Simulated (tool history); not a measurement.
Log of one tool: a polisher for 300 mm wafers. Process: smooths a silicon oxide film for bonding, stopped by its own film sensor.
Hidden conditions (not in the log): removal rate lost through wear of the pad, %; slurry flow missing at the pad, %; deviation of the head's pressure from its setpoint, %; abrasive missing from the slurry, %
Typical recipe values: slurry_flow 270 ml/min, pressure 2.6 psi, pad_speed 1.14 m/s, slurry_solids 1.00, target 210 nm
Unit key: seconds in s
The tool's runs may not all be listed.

run	hour	slurry_flow	pressure	pad_speed	slurry_solids	target	wafers since the last listed run	wafers polished on this pad	hours since the slurry nozzle was cleaned	hours since the head pressure was calibrated	hours since the slurry blender was calibrated	incoming thickness of the incoming film, nm	seconds
1	0.0	225	2.6	1.14	1.00	210	0	1739	36.4	1019.7	80.9	251.0	44.7
2	62.4	225	2.6	1.14	1.00	210	723	2463	98.8	1082.1	143.3	253.7	48.3
3	126.5	330	2.6	1.14	1.00	210	743	3207	162.9	1146.2	207.4	251.3	44.9
4	197.5	270	2.6	1.14	1.00	210	823	4030	233.9	1217.2	278.4	252.0	49.3
5	224.8	270	2.6	1.14	1.00	210	316	4347	261.2	1244.5	305.7	251.3	49.6
# hour 232.8: worn pad replaced by a new one
6	263.0	270	2.6	1.14	1.25	210	396	350	299.4	1282.7	343.9	247.4	41.1
# hour 271.8: slurry blender recalibrated
# hour 292.5: head pressure recalibrated
7	305.0	270	2.6	1.14	1.25	210	440	790	341.4	12.5	33.2	250.0	38.6
# hour 330.2: slurry nozzle cleaned
8	349.5	270	2.6	1.14	1.00	219	504	1295	19.3	57.0	77.7	254.8	38.4
9	418.4	235	2.6	1.14	1.00	210	799	2094	88.2	125.9	146.6	252.2	46.5
10	446.4	235	2.6	1.14	1.00	210	324	2419	116.2	153.9	174.6	250.3	45.2
11	507.2	235	2.6	1.14	1.00	210	705	3124	177.0	214.7	235.4	254.3	51.4
# hour 524.5: worn pad replaced by a new one
12	573.4	270	2.1	1.14	1.00	210	721	567	243.2	280.9	301.6	254.6	65.3
13	602.9	270	2.6	1.14	1.00	210	342	909	272.7	310.4	331.1	247.1	45.1
# hour 622.2: slurry blender recalibrated
# hour 653.5: slurry nozzle cleaned
14	664.3	270	2.6	1.14	1.25	217	677	1586	10.8	371.8	42.1	248.7	29.1
15	728.1	270	2.6	1.14	1.00	210	740	2326	74.6	435.6	105.9	252.0	45.1
16	787.3	270	2.6	1.14	1.00	210	686	3013	133.8	494.8	165.1	248.0	41.0
17	820.7	330	2.6	1.14	1.00	210	387	3400	167.2	528.2	198.5	250.1	43.1
18	864.2	270	2.6	1.14	1.30	210	504	3905	210.7	571.7	242.0	253.5	41.3
# hour 894.6: worn pad replaced by a new one
19	935.7	270	2.6	1.14	1.00	214	782	476	282.2	643.2	313.5	251.8	44.6
20	988.2	210	2.2	1.48	1.00	210	608	1085	334.7	695.7	366.0	253.1	54.8
# hour 993.9: slurry blender recalibrated
21	1018.1	270	2.6	1.14	1.00	210	323	1408	364.6	725.6	24.2	246.3	39.2
# hour 1028.7: slurry nozzle cleaned
22	1066.3	295	2.6	1.14	1.00	210	547	1956	37.6	773.8	72.4	248.0	40.0
23	1131.0	270	1.7	1.14	1.00	221	750	2706	102.3	838.5	137.1	251.5	50.7
24	1188.7	225	2.6	1.54	0.75	210	669	3376	160.0	896.2	194.8	252.1	47.6
# hour 1199.2: worn pad replaced by a new one
25	1215.2	270	2.3	0.76	1.00	210	260	186	186.5	922.7	221.3	247.4	58.5
26	1264.8	270	2.6	1.14	1.00	216	575	761	236.1	972.3	270.9	252.6	42.4

What does the tool deliver on the next run?
27	1318.4	270	2.6	1.14	1.00	210	621	1383	289.7	1025.9	324.5	254.2	?

seconds: 53.2 s
The same run, on a tool lacking any hidden state, would have yielded seconds 46.4 s.
